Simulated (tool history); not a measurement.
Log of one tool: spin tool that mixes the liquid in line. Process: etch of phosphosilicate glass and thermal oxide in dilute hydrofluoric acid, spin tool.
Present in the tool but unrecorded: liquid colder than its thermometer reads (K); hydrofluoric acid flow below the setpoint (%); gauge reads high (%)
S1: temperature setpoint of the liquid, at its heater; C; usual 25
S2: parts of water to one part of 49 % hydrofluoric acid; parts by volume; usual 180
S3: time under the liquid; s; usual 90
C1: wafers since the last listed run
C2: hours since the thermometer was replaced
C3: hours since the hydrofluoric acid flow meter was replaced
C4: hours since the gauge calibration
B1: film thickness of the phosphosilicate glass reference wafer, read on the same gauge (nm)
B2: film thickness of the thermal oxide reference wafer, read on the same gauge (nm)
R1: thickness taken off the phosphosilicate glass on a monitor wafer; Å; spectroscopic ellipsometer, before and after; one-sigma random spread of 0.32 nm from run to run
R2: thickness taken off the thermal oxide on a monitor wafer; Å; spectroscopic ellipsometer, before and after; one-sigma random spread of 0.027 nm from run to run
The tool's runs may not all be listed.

Run 1, day 0: usual settings but S1 23.5 C; C1 0; C2 506.7; C3 1394.6; C4 1842.1; B1 119.97; B2 129.957. Result: R1 393.5 Å, R2 19.89 Å.
At day 0.558: hydrofluoric acid flow meter replaced.
Run 2, day 3.817: usual settings but S1 22.5 C, S2 205 parts by volume, S3 50 s; C1 1139; C2 598.3; C3 78.2; C4 1933.7; B1 119.98; B2 129.99. Result: R1 189 Å, R2 9.26 Å.
Run 3, day 7.162: usual settings but S1 28 C; C1 1009; C2 678.6; C3 158.5; C4 2014; B1 119.98; B2 130.049. Result: R1 480.7 Å, R2 24.03 Å.
Run 4, day 8.754: usual settings but S3 70 s; C1 480; C2 716.8; C3 196.7; C4 2052.2; B1 119.97; B2 130.052. Result: R1 332.8 Å, R2 16.2 Å.
At day 19.179: thermometer replaced.
Run 5, day 21.233: usual settings; C1 3754; C2 49.3; C3 496.2; C4 2351.7; B1 120.03; B2 129.974. Result: R1 436.9 Å, R2 22.33 Å.
Run 6, day 24.529: usual settings but S2 225 parts by volume, S3 105 s; C1 994; C2 128.4; C3 575.3; C4 2430.8; B1 120.01; B2 129.977. Result: R1 391.4 Å, R2 19.42 Å.
Run 7, day 27.892: usual settings but S1 26.5 C, S2 265 parts by volume, S3 75 s; C1 1014; C2 209.1; C3 656; C4 2511.5; B1 119.99; B2 130.011. Result: R1 235.1 Å, R2 11.77 Å.
At day 30.562: gauge calibrated.
Run 8, day 30.933: usual settings but S1 22 C, S2 265 parts by volume, S3 70 s; C1 918; C2 282.1; C3 729; C4 8.9; B1 119.96; B2 129.969. Result: R1 189.2 Å, R2 9.28 Å.
Run 9, day 34.579: usual settings but S1 29.5 C, S2 95 parts by volume, S3 50 s; C1 1100; C2 369.6; C3 816.5; C4 96.4; B1 119.98; B2 129.948. Result: R1 592 Å, R2 29.47 Å.
Run 10, day 36.475: usual settings; C1 572; C2 415.1; C3 862; C4 141.9; B1 120.04; B2 129.984. Result: R1 427.2 Å, R2 21.22 Å.
Run 11, day 38.175: usual settings but S1 22.5 C; C1 513; C2 455.9; C3 902.8; C4 182.7; B1 120; B2 130.046. Result: R1 387.2 Å, R2 19.42 Å.
Run 12, day 42.058: usual settings but S3 65 s; C1 1172; C2 549.1; C3 996; C4 275.9; B1 119.99; B2 129.977. Result: R1 299 Å, R2 15.41 Å.
Run 13, day 44.467: usual settings but S1 21.5 C, S2 260 parts by volume, S3 135 s; C1 726; C2 606.9; C3 1053.8; C4 333.7; B1 120.04; B2 130.046. Result: R1 353.9 Å, R2 17.6 Å.
Run 14, day 46.804: usual settings but S1 23.5 C, S3 115 s; C1 705; C2 663; C3 1109.9; C4 389.8; B1 119.96; B2 129.993. Result: R1 501.5 Å, R2 24.84 Å.
Run 15, day 50.912: usual settings but S1 21 C, S2 155 parts by volume, S3 135 s; C1 1240; C2 761.6; C3 1208.5; C4 488.4; B1 119.99; B2 130.001. Result: R1 631 Å, R2 30.97 Å.
Run 16, day 54.171: usual settings but S1 22 C, S3 145 s; C1 983; C2 839.8; C3 1286.7; C4 566.6; B1 120; B2 129.997. Result: R1 585.1 Å, R2 29.39 Å.
Run 17, day 56.779: usual settings but S1 23 C, S2 205 parts by volume; C1 787; C2 902.4; C3 1349.3; C4 629.2; B1 119.97; B2 129.992. Result: R1 318.6 Å, R2 15.84 Å.
Run 18, day 58.392: usual settings; C1 486; C2 941.1; C3 1388; C4 667.9; B1 120.06; B2 130.005. Result: R1 402.4 Å, R2 19.39 Å.
At day 60.008: hydrofluoric acid flow meter replaced.
Run 19, day 61.921: usual settings but S1 28.5 C, S2 235 parts by volume, S3 55 s; C1 1052; C2 1025.8; C3 45.9; C4 752.6; B1 119.98; B2 130.017. Result: R1 208 Å, R2 10.45 Å.
At day 65.25: thermometer replaced.
Run 20, day 66.133: usual settings; C1 1258; C2 21.2; C3 147; C4 853.7; B1 120.03; B2 129.979. Result: R1 460.2 Å, R2 23.13 Å.
Run 21, day 69.817: usual settings but S1 27 C; C1 1111; C2 109.6; C3 235.4; C4 942.1; B1 120.02; B2 129.998. Result: R1 484 Å, R2 23.58 Å.
Run 22, day 72.692: usual settings but S1 23 C, S2 150 parts by volume, S3 40 s; C1 867; C2 178.6; C3 304.4; C4 1011.1; B1 119.99; B2 129.99. Result: R1 226.6 Å, R2 11.5 Å.
Run 23, day 75.646: usual settings but S1 27.5 C, S3 40 s; C1 891; C2 249.5; C3 375.3; C4 1082; B1 120.04; B2 129.975. Result: R1 216.9 Å, R2 10.68 Å.
Run 24, day 77.233: usual settings but S3 50 s; C1 479; C2 287.6; C3 413.4; C4 1120.1; B1 119.99; B2 130.04. Result: R1 246.7 Å, R2 12.24 Å.
Run 25, day 78.829: usual settings but S1 22.5 C, S2 145 parts by volume, S3 110 s; C1 481; C2 325.9; C3 451.7; C4 1158.4; B1 120.01; B2 129.998. Result: R1 628.3 Å, R2 31.58 Å.

Consider 4 possible next runs. They are alternatives, not a sequence: every one starts from the tool as it was left by run 25. What does each give?
Run A, day 78.846: usual settings; C1 5; C2 326.3; C3 452.1; C4 1158.8; B1 ?; B2 ?. Result: R1 ?, R2 ?.
Run B, day 78.846: usual settings but S1 20.5 C, S2 105 parts by volume, S3 140 s; C1 5; C2 326.3; C3 452.1; C4 1158.8; B1 ?; B2 ?. Result: R1 ?, R2 ?.
Run C, day 78.846: usual settings but S1 28.5 C, S2 110 parts by volume; C1 5; C2 326.3; C3 452.1; C4 1158.8; B1 ?; B2 ?. Result: R1 ?, R2 ?.
Run D, day 78.846: usual settings but S1 22 C, S3 130 s; C1 5; C2 326.3; C3 452.1; C4 1158.8; B1 ?; B2 ?. Result: R1 ?, R2 ?.

run      B1       B2      R1     R2
  A  120.01  129.974   441.1  21.81
  B  120.01  129.974  1072.7  53.04
  C  120.01  129.974   896.8  44.34
  D  120.01  129.974   568.7  28.12
Without the tool's hidden state the same runs would have given:
run      R1     R2
  A     460  22.74
  B  1119.9  55.37
  C   934.8  46.22
  D   593.4  29.34

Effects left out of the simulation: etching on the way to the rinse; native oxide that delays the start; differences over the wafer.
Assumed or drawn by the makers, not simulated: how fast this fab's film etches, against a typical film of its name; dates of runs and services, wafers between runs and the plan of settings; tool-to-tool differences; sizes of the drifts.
